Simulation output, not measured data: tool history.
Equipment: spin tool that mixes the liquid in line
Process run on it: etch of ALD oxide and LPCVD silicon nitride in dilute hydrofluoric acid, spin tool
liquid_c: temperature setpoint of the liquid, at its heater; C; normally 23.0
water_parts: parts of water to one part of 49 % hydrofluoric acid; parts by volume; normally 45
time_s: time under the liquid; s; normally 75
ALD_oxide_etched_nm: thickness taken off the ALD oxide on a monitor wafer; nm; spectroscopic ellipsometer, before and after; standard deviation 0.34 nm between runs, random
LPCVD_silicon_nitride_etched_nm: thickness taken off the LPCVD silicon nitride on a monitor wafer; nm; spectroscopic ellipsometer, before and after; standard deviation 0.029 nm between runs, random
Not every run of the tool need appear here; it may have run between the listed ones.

| run | hour | liquid_c | water_parts | time_s | read-back film thickness of the ALD oxide reference wafer, read on the same gauge (nm) | read-back film thickness of the LPCVD silicon nitride reference wafer, read on the same gauge (nm) | ALD_oxide_etched_nm | LPCVD_silicon_nitride_etched_nm |
|---|---|---|---|---|---|---|---|---|
| 1 | 0.0 | 23.0 | 45 | 75 | 69.98 | 60.001 | 47.58 | 0.804 |
| 2 | 15.6 | 23.0 | 45 | 75 | 69.98 | 60.034 | 46.71 | 0.786 |
| 3 | 39.8 | 23.0 | 45 | 75 | 69.99 | 60.010 | 47.22 | 0.823 |
| 4 | 101.5 | 23.0 | 45 | 75 | 70.01 | 59.995 | 47.08 | 0.817 |
| 5 | 122.8 | 23.0 | 45 | 75 | 69.95 | 59.971 | 46.69 | 0.788 |
| 6 | 154.7 | 22.0 | 45 | 85 | 70.01 | 59.989 | 51.20 | 0.831 |
| 7 | 181.6 | 23.0 | 45 | 75 | 70.00 | 59.955 | 47.04 | 0.787 |
| 8 | 199.0 | 23.0 | 60 | 75 | 69.98 | 60.023 | 34.72 | 0.560 |
|  | 206.3 | thermometer replaced |
| 9 | 232.5 | 23.0 | 55 | 75 | 70.03 | 60.020 | 37.74 | 0.660 |
| 10 | 263.3 | 23.0 | 55 | 75 | 69.99 | 59.950 | 37.19 | 0.622 |
|  | 274.7 | hydrofluoric acid flow meter replaced |
|  | 277.1 | gauge calibrated |
| 11 | 293.2 | 28.0 | 60 | 115 | 70.03 | 59.991 | 71.42 | 1.376 |
| 12 | 312.1 | 19.5 | 35 | 75 | 70.00 | 60.004 | 57.84 | 0.887 |
| 13 | 335.6 | 23.0 | 45 | 105 | 69.96 | 59.990 | 71.63 | 1.231 |
| 14 | 355.0 | 27.5 | 60 | 115 | 70.00 | 59.995 | 69.19 | 1.326 |
| 15 | 371.2 | 18.5 | 45 | 75 | 69.98 | 60.004 | 42.18 | 0.610 |
| 16 | 386.9 | 23.0 | 45 | 75 | 70.01 | 60.014 | 50.82 | 0.880 |
| 17 | 410.6 | 23.0 | 45 | 50 | 69.98 | 60.011 | 33.98 | 0.566 |
| 18 | 424.5 | 23.0 | 60 | 75 | 70.03 | 60.031 | 37.58 | 0.627 |
| 19 | 444.7 | 26.0 | 45 | 120 | 70.01 | 60.025 | 92.78 | 1.661 |
| 20 | 470.3 | 23.0 | 45 | 75 | 70.02 | 60.008 | 51.12 | 0.846 |
| 21 | 493.3 | 18.0 | 50 | 115 | 70.03 | 59.991 | 56.41 | 0.818 |

Forecast each of these 4 alternatives for the next run:
| A | 493.7 | 23.0 | 45 | 75 | ? | ? | ? | ? |
| B | 493.7 | 23.0 | 55 | 115 | ? | ? | ? | ? |
| C | 493.7 | 25.0 | 30 | 95 | ? | ? | ? | ? |
| D | 493.7 | 25.5 | 50 | 100 | ? | ? | ? | ? |

| run | read-back film thickness of the ALD oxide reference wafer, read on the same gauge (nm) | read-back film thickness of the LPCVD silicon nitride reference wafer, read on the same gauge (nm) | ALD_oxide_etched_nm | LPCVD_silicon_nitride_etched_nm |
|---|---|---|---|---|
| A | 69.99 | 59.997 | 51.37 | 0.877 |
| B | 69.99 | 59.997 | 63.59 | 1.105 |
| C | 69.99 | 59.997 | 108.26 | 1.888 |
| D | 69.99 | 59.997 | 67.85 | 1.248 |
Had the tool no hidden state, the same runs would have come out as:
| run | ALD_oxide_etched_nm | LPCVD_silicon_nitride_etched_nm |
|---|---|---|
| A | 52.78 | 0.899 |
| B | 65.37 | 1.134 |
| C | 111.20 | 1.935 |
| D | 69.73 | 1.280 |
